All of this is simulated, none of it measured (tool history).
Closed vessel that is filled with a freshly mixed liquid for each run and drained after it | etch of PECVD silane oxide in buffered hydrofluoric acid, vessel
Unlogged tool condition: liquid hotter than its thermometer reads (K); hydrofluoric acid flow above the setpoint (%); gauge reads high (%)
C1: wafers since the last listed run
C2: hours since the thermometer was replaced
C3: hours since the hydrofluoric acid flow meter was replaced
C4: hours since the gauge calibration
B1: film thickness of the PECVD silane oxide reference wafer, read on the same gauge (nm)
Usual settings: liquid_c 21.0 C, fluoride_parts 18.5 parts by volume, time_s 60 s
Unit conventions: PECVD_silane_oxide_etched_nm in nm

run 1 hour=0.0 | liquid_c=21.0 fluoride_parts=18.5 time_s=60 | C1=0 C2=2501.2 C3=2061.8 C4=268.8 | B1=129.98 | PECVD_silane_oxide_etched_nm=127.49
run 2 hour=14.7 | liquid_c=21.0 fluoride_parts=18.5 time_s=60 | C1=1395 C2=2515.9 C3=2076.5 C4=283.5 | B1=130.00 | PECVD_silane_oxide_etched_nm=127.05
run 3 hour=32.3 | liquid_c=21.0 fluoride_parts=18.5 time_s=60 | C1=1670 C2=2533.5 C3=2094.1 C4=301.1 | B1=130.00 | PECVD_silane_oxide_etched_nm=125.62
run 4 hour=38.9 | liquid_c=21.0 fluoride_parts=18.5 time_s=60 | C1=626 C2=2540.1 C3=2100.7 C4=307.7 | B1=130.00 | PECVD_silane_oxide_etched_nm=125.50
run 5 hour=52.2 | liquid_c=21.0 fluoride_parts=18.5 time_s=60 | C1=1262 C2=2553.4 C3=2114.0 C4=321.0 | B1=129.99 | PECVD_silane_oxide_etched_nm=125.01
run 6 hour=63.1 | liquid_c=21.0 fluoride_parts=18.5 time_s=35 | C1=1034 C2=2564.3 C3=2124.9 C4=331.9 | B1=130.01 | PECVD_silane_oxide_etched_nm=73.65
run 7 hour=77.2 | liquid_c=21.0 fluoride_parts=18.5 time_s=35 | C1=1338 C2=2578.4 C3=2139.0 C4=346.0 | B1=130.01 | PECVD_silane_oxide_etched_nm=74.09
run 8 hour=94.7 | liquid_c=21.0 fluoride_parts=18.5 time_s=60 | C1=1661 C2=2595.9 C3=2156.5 C4=363.5 | B1=130.02 | PECVD_silane_oxide_etched_nm=127.74
run 9 hour=106.1 | liquid_c=21.0 fluoride_parts=18.5 time_s=60 | C1=1082 C2=2607.3 C3=2167.9 C4=374.9 | B1=130.00 | PECVD_silane_oxide_etched_nm=126.56
run 10 hour=123.8 | liquid_c=21.0 fluoride_parts=17.0 time_s=60 | C1=1680 C2=2625.0 C3=2185.6 C4=392.6 | B1=130.01 | PECVD_silane_oxide_etched_nm=136.68
run 11 hour=130.0 | liquid_c=21.0 fluoride_parts=17.0 time_s=60 | C1=588 C2=2631.2 C3=2191.8 C4=398.8 | B1=129.98 | PECVD_silane_oxide_etched_nm=137.26
run 12 hour=137.1 | liquid_c=21.0 fluoride_parts=18.5 time_s=60 | C1=673 C2=2638.3 C3=2198.9 C4=405.9 | B1=130.00 | PECVD_silane_oxide_etched_nm=126.44
run 13 hour=153.5 | liquid_c=21.0 fluoride_parts=18.5 time_s=60 | C1=1556 C2=2654.7 C3=2215.3 C4=422.3 | B1=130.00 | PECVD_silane_oxide_etched_nm=126.03
run 14 hour=166.7 | liquid_c=21.0 fluoride_parts=18.5 time_s=60 | C1=1253 C2=2667.9 C3=2228.5 C4=435.5 | B1=129.99 | PECVD_silane_oxide_etched_nm=125.28
run 15 hour=174.1 | liquid_c=21.0 fluoride_parts=22.5 time_s=80 | C1=702 C2=2675.3 C3=2235.9 C4=442.9 | B1=130.02 | PECVD_silane_oxide_etched_nm=145.62
-- hour=176.5 thermometer replaced
run 16 hour=203.4 | liquid_c=21.0 fluoride_parts=13.5 time_s=40 | C1=2686 C2=26.9 C3=2265.2 C4=472.2 | B1=130.00 | PECVD_silane_oxide_etched_nm=115.61
run 17 hour=220.0 | liquid_c=23.0 fluoride_parts=18.5 time_s=50 | C1=1575 C2=43.5 C3=2281.8 C4=488.8 | B1=130.00 | PECVD_silane_oxide_etched_nm=116.42
run 18 hour=238.0 | liquid_c=21.0 fluoride_parts=18.5 time_s=60 | C1=1708 C2=61.5 C3=2299.8 C4=506.8 | B1=129.99 | PECVD_silane_oxide_etched_nm=125.69
run 19 hour=248.7 | liquid_c=18.5 fluoride_parts=24.5 time_s=40 | C1=1015 C2=72.2 C3=2310.5 C4=517.5 | B1=130.00 | PECVD_silane_oxide_etched_nm=59.53
run 20 hour=262.6 | liquid_c=21.0 fluoride_parts=12.5 time_s=50 | C1=1319 C2=86.1 C3=2324.4 C4=531.4 | B1=129.99 | PECVD_silane_oxide_etched_nm=154.31
run 21 hour=273.0 | liquid_c=23.0 fluoride_parts=23.0 time_s=60 | C1=987 C2=96.5 C3=2334.8 C4=541.8 | B1=129.99 | PECVD_silane_oxide_etched_nm=118.15
run 22 hour=283.7 | liquid_c=18.5 fluoride_parts=23.5 time_s=85 | C1=1015 C2=107.2 C3=2345.5 C4=552.5 | B1=130.00 | PECVD_silane_oxide_etched_nm=127.04
-- hour=288.5 hydrofluoric acid flow meter replaced
-- hour=294.1 gauge calibrated
run 23 hour=300.5 | liquid_c=25.0 fluoride_parts=12.0 time_s=45 | C1=1499 C2=124.0 C3=12.0 C4=6.4 | B1=129.99 | PECVD_silane_oxide_etched_nm=183.46
run 24 hour=315.3 | liquid_c=22.5 fluoride_parts=13.0 time_s=85 | C1=1404 C2=138.8 C3=26.8 C4=21.2 | B1=129.99 | PECVD_silane_oxide_etched_nm=276.44
run 25 hour=325.2 | liquid_c=21.0 fluoride_parts=22.5 time_s=30 | C1=939 C2=148.7 C3=36.7 C4=31.1 | B1=130.03 | PECVD_silane_oxide_etched_nm=54.54
run 26 hour=341.8 | liquid_c=25.0 fluoride_parts=11.5 time_s=85 | C1=1575 C2=165.3 C3=53.3 C4=47.7 | B1=129.99 | PECVD_silane_oxide_etched_nm=358.34
run 27 hour=355.0 | liquid_c=21.0 fluoride_parts=18.5 time_s=60 | C1=1253 C2=178.5 C3=66.5 C4=60.9 | B1=130.01 | PECVD_silane_oxide_etched_nm=127.00
run 28 hour=367.0 | liquid_c=21.0 fluoride_parts=18.5 time_s=60 | C1=1139 C2=190.5 C3=78.5 C4=72.9 | B1=130.01 | PECVD_silane_oxide_etched_nm=126.02
run 29 hour=382.4 | liquid_c=21.0 fluoride_parts=18.5 time_s=60 | C1=1461 C2=205.9 C3=93.9 C4=88.3 | B1=130.02 | PECVD_silane_oxide_etched_nm=128.59
run 30 hour=396.0 | liquid_c=21.0 fluoride_parts=18.5 time_s=60 | C1=1290 C2=219.5 C3=107.5 C4=101.9 | B1=129.99 | PECVD_silane_oxide_etched_nm=127.52
run 31 hour=404.7 | liquid_c=21.0 fluoride_parts=18.5 time_s=60 | C1=825 C2=228.2 C3=116.2 C4=110.6 | B1=129.99 | PECVD_silane_oxide_etched_nm=124.78
run 32 hour=419.6 | liquid_c=21.0 fluoride_parts=18.5 time_s=60 | C1=1414 C2=243.1 C3=131.1 C4=125.5 | B1=130.01 | PECVD_silane_oxide_etched_nm=127.41
run 33 hour=434.2 | liquid_c=25.0 fluoride_parts=18.5 time_s=40 | C1=1385 C2=257.7 C3=145.7 C4=140.1 | B1=130.01 | PECVD_silane_oxide_etched_nm=105.47

What differs in the tool's unlogged condition from the final listed run ahead of each entry between runs to the first listed run following it?
Runs 15 to 16: thermometer replaced (hour 176.5)
  no hidden state differs between the two runs
Runs 22 to 23: hydrofluoric acid flow meter replaced (hour 288.5); gauge calibrated (hour 294.1)
  no hidden state differs between the two runs

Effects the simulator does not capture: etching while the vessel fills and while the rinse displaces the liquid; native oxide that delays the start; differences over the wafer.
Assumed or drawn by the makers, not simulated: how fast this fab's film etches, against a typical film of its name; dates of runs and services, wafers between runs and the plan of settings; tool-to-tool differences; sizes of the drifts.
